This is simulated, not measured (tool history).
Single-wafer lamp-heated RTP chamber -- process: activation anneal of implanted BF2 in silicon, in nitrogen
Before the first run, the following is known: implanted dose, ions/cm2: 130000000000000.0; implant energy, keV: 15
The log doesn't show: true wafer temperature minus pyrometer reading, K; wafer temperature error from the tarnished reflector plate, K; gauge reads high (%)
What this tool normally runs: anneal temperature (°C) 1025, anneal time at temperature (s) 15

run    hour  anneal temperature (°C)  anneal time at temperature (s)  wafers since the last listed run  wafers since the last pyrometer calibration  wafers since the reflector plate was cleaned  hours since the gauge calibration  read-back reference wafer on the same gauge, sheet resistance  sheet resistance of the implanted and annealed layer (ohm/square)
  1       0                     1025                              15                                 0                                         3768                                          3144                             1488.6                                                         997.42                                                             895.06
  2    85.1                     1025                              15                              1608                                         5377                                          4753                             1573.7                                                         998.01                                                             898.81
  3   150.8                     1012                              15                              1242                                         6619                                          5995                             1639.4                                                         999.23                                                             897.25
  4   220.9                     1025                              15                              1325                                         7945                                          7320                             1709.5                                                         999.23                                                              896.7
  5   267.3                     1025                              15                               877                                         8822                                          8198                             1755.9                                                         999.92                                                             900.24
  6     309                     1025                              15                               788                                         9610                                          8986                             1797.6                                                        1000.33                                                             895.36
      396.7  -- pyrometer window cleaned and pyrometer calibrated
      403.1  -- reflector plate cleaned
  7   403.6                     1031                              20                              1515                                            9                                             9                             1892.2                                                        1001.39                                                             881.23
  8   490.7                     1031                              20                              1646                                         1656                                          1656                             1979.3                                                        1001.92                                                             884.72
  9   546.9                     1031                              20                              1062                                         2718                                          2718                             2035.5                                                        1002.47                                                             885.64
 10   646.7                     1025                              15                              1886                                         4605                                          4605                             2135.3                                                        1003.66                                                             897.54
 11   712.6                     1025                              15                              1245                                         5851                                          5851                             2201.2                                                        1005.43                                                             895.25
 12   781.3                     1025                              15                              1298                                         7150                                          7150                             2269.9                                                        1005.08                                                             897.59
 13   857.1                     1025                              15                              1433                                         8583                                          8583                             2345.7                                                        1005.51                                                             899.54
      900.9  -- pyrometer window cleaned and pyrometer calibrated
 14   954.8                     1025                              15                              1695                                         1018                                         10279                             2443.4                                                        1006.64                                                             894.53
 15    1038                     1025                              15                              1573                                         2591                                         11852                             2526.6                                                        1007.96                                                             900.34
     1047.2  -- reflector plate cleaned
 16  1113.1                     1025                              15                              1268                                         3859                                          1245                             2601.7                                                        1009.48                                                             897.14
 17    1192                     1025                              15                              1491                                         5351                                          2737                             2680.6                                                        1009.54                                                             899.57
 18    1268                     1044                              15                              1436                                         6788                                          4174                             2756.6                                                        1010.79                                                             898.31
 19    1319                     1025                              15                               964                                         7752                                          5138                             2807.6                                                        1011.57                                                             901.56
 20  1390.7                     1001                              24                              1355                                         9108                                          6494                             2879.3                                                         1011.9                                                             910.55
 21  1475.4                     1043                              15                              1601                                        10709                                          8095                               2964                                                        1012.73                                                             899.29
     1505.3  -- pyrometer window cleaned and pyrometer calibrated
 22  1571.1                      997                              24                              1658                                         1244                                          9753                             3059.7                                                        1013.26                                                             908.24
 23  1636.7                     1004                              10                              1240                                         2485                                         10993                             3125.3                                                        1014.87                                                             917.97
     1675.8  -- reflector plate cleaned
 24  1691.7                     1054                              11                               888                                         3373                                           300                             3180.3                                                        1014.61                                                             902.51
 25  1783.2                     1011                               9                              1729                                         5103                                          2030                             3271.8                                                        1015.36                                                             924.27
 26  1824.6                     1009                               9                               782                                         5886                                          2812                             3313.2                                                        1015.37                                                             916.97
 27  1872.4                     1054                              18                               903                                         6790                                          3716                               3361                                                        1016.16                                                             892.28
 28  1931.7                     1025                              23                              1121                                         7911                                          4837                             3420.3                                                        1017.28                                                             898.18
     2039.3  -- pyrometer window cleaned and pyrometer calibrated
 29  2144.3                     1025                              15                              3868                                         1985                                          8705                             3632.9                                                        1018.76                                                              916.5
     2148.7  -- gauge calibrated
 30  2188.7                     1016                              12                               839                                         2824                                          9545                                 40                                                         982.51                                                             876.56
 31  2231.3                     1025                              15                               805                                         3630                                         10350                               82.6                                                         982.99                                                             876.15
 32  2304.2                     1044                              10                              1378                                         5008                                         11729                              155.5                                                         984.03                                                             881.16
     2320.3  -- reflector plate cleaned
 33  2388.4                     1011                               9                              1440                                         6449                                          1287                              239.7                                                         985.27                                                             892.23
 34  2450.7                     1001                              15                              1177                                         7626                                          2465                                302                                                         986.19                                                             887.66
 35    2542                     1025                               7                              1726                                         9353                                          4191                              393.3                                                         986.57                                                             896.83
     2562.5  -- pyrometer window cleaned and pyrometer calibrated
     2820.5  -- reflector plate cleaned
 36  2822.4                     1025                              15                              4998                                         4762                                            36                              673.7                                                         990.25                                                              879.4

Each row is a separate what-if for the run after 36, all from the same tool condition, not one after another. Results?
  A  2822.8                     1025                              15                                 7                                         4769                                            43                              674.1                                                              ?                                                                  ?
  B  2822.8                      997                              21                                 7                                         4769                                            43                              674.1                                                              ?                                                                  ?
  C  2822.8                     1050                              17                                 7                                         4769                                            43                              674.1                                                              ?                                                                  ?
  D  2822.8                     1011                              15                                 7                                         4769                                            43                              674.1                                                              ?                                                                  ?

run  read-back reference wafer on the same gauge, sheet resistance  sheet resistance of the implanted and annealed layer (ohm/square)
  A                                                         989.19                                                             881.23
  B                                                         989.19                                                             884.89
  C                                                         989.19                                                             868.29
  D                                                         989.19                                                             885.56
What these runs would have given with no unlogged condition in the tool:
run  sheet resistance of the implanted and annealed layer (ohm/square)
  A                                                             873.77
  B                                                              877.4
  C                                                             860.94
  D                                                             878.07

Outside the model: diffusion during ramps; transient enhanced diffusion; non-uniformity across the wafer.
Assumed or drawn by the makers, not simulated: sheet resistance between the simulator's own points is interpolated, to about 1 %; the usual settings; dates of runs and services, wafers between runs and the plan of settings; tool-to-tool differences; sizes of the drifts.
